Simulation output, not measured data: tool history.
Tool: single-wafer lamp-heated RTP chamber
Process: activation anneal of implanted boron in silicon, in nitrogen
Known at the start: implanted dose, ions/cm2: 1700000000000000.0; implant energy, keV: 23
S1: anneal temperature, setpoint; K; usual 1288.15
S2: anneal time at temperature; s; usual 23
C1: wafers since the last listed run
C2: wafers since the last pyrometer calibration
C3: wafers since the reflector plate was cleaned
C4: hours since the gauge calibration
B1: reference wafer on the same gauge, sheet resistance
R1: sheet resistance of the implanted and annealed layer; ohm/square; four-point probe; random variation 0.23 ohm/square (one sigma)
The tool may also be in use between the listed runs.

run,day,S1,S2,C1,C2,C3,C4,B1,R1
1,0,1288.15,23,0,4664,2885,331.9,93.63,77.51
2,1.1,1288.15,23,222,4887,3108,358.3,93.63,77.99
3,2.362,1288.15,23,255,5143,3363,388.6,93.58,77.61
# day 3.471: pyrometer window cleaned and pyrometer calibrated
4,3.621,1273.15,23,187,30,3551,418.8,93.62,80.51
5,4.962,1273.15,23,271,302,3823,451,93.61,80.61
6,6.146,1273.15,23,239,541,4062,479.4,93.6,80.78
7,7.829,1275.15,23,341,882,4403,519.8,93.65,80.42
8,10.579,1275.15,23,557,1440,4960,585.8,93.59,80.08
# day 11.812: reflector plate cleaned
9,13.954,1288.15,23,616,2056,433,666.8,93.63,76.68
10,15.775,1288.15,23,368,2425,802,710.5,93.62,76.79
11,16.979,1288.15,23,243,2669,1046,739.4,93.53,76.46
12,20.35,1288.15,23,682,3352,1729,820.3,93.59,76.59
13,22.117,1288.15,23,357,3709,2087,862.7,93.63,76.56
14,24.112,1288.15,23,404,4114,2491,910.6,93.65,76.5
15,26.462,1288.15,23,476,4590,2967,967,93.56,76.52
# day 28.054: pyrometer window cleaned and pyrometer calibrated
# day 29.604: reflector plate cleaned, repeated, since the last time left the tool worse
16,29.95,1288.15,23,571,316,69,1050.7,93.6,77.94
17,30.975,1288.15,13,207,524,277,1075.3,93.62,79.67
18,32.275,1272.15,33,263,787,540,1106.5,93.59,80.63
19,34.975,1288.15,23,547,1334,1087,1171.3,93.53,77.76
20,36.854,1288.15,23,380,1715,1468,1216.4,93.61,78.24
21,39.217,1265.15,23,478,2194,1947,1273.1,93.62,83.49
22,42,1299.15,23,563,2758,2510,1339.9,93.64,75.89
23,44.792,1288.15,19,565,3323,3076,1406.9,93.56,77.94
24,46.442,1274.15,10,334,3657,3410,1446.5,93.58,83.41
# day 54.262: pyrometer window cleaned and pyrometer calibrated
25,55.154,1266.15,19,1697,181,5108,1655.6,93.62,83.16
26,56.825,1288.15,23,338,519,5446,1695.7,93.6,77.19
# day 58.546: reflector plate cleaned
27,59.725,1266.15,31,519,1039,238,1765.3,93.57,82.37
28,62.208,1270.15,23,503,1542,741,1824.9,93.59,82.25
# day 62.858: gauge calibrated
29,64.992,1288.15,23,563,2106,1305,51.2,93.6,78.39
30,66.796,1274.15,16,365,2472,1671,94.5,93.56,82.06
31,68.025,1288.15,23,249,2721,1920,124,93.53,77.81
32,69.792,1288.15,15,357,3078,2277,166.4,93.62,78.57
33,71.379,1298.15,13,321,3400,2599,204.5,93.57,77.25
34,74.292,1316.15,18,590,3990,3189,274.4,93.6,74.43
35,77,1288.15,23,548,4539,3738,339.4,93.54,77.9
36,78.688,1288.15,23,341,4881,4080,379.9,93.59,77.59
37,79.912,1311.15,23,248,5129,4328,409.3,93.56,74.22
# day 80.275: pyrometer window cleaned and pyrometer calibrated
38,81.488,1288.15,23,251,245,4579,447.1,93.59,77.04

Measured less the same run without the tool's hidden state. The same run-to-run variation is in both; the gauge's scatter may not be:
The hidden state here: true wafer temperature minus pyrometer reading, K; wafer temperature error from the tarnished reflector plate, K; gauge reads high (%).
run,R1
1,-0.48
2,-0.52
3,-0.55
4,-0.89
5,-0.94
6,-1
7,-1
8,-1.09
9,-1.41
10,-1.46
11,-1.48
12,-1.56
13,-1.61
14,-1.64
15,-1.7
16,-0.05
17,-0.09
18,-0.18
19,-0.19
20,-0.25
21,-0.61
22,-0.31
23,-0.47
24,-0.95
25,-1.48
26,-0.77
27,-0.2
28,-0.31
29,-0.26
30,-0.51
31,-0.34
32,-0.43
33,-0.41
34,-0.31
35,-0.59
36,-0.62
37,-0.42
38,-0.69
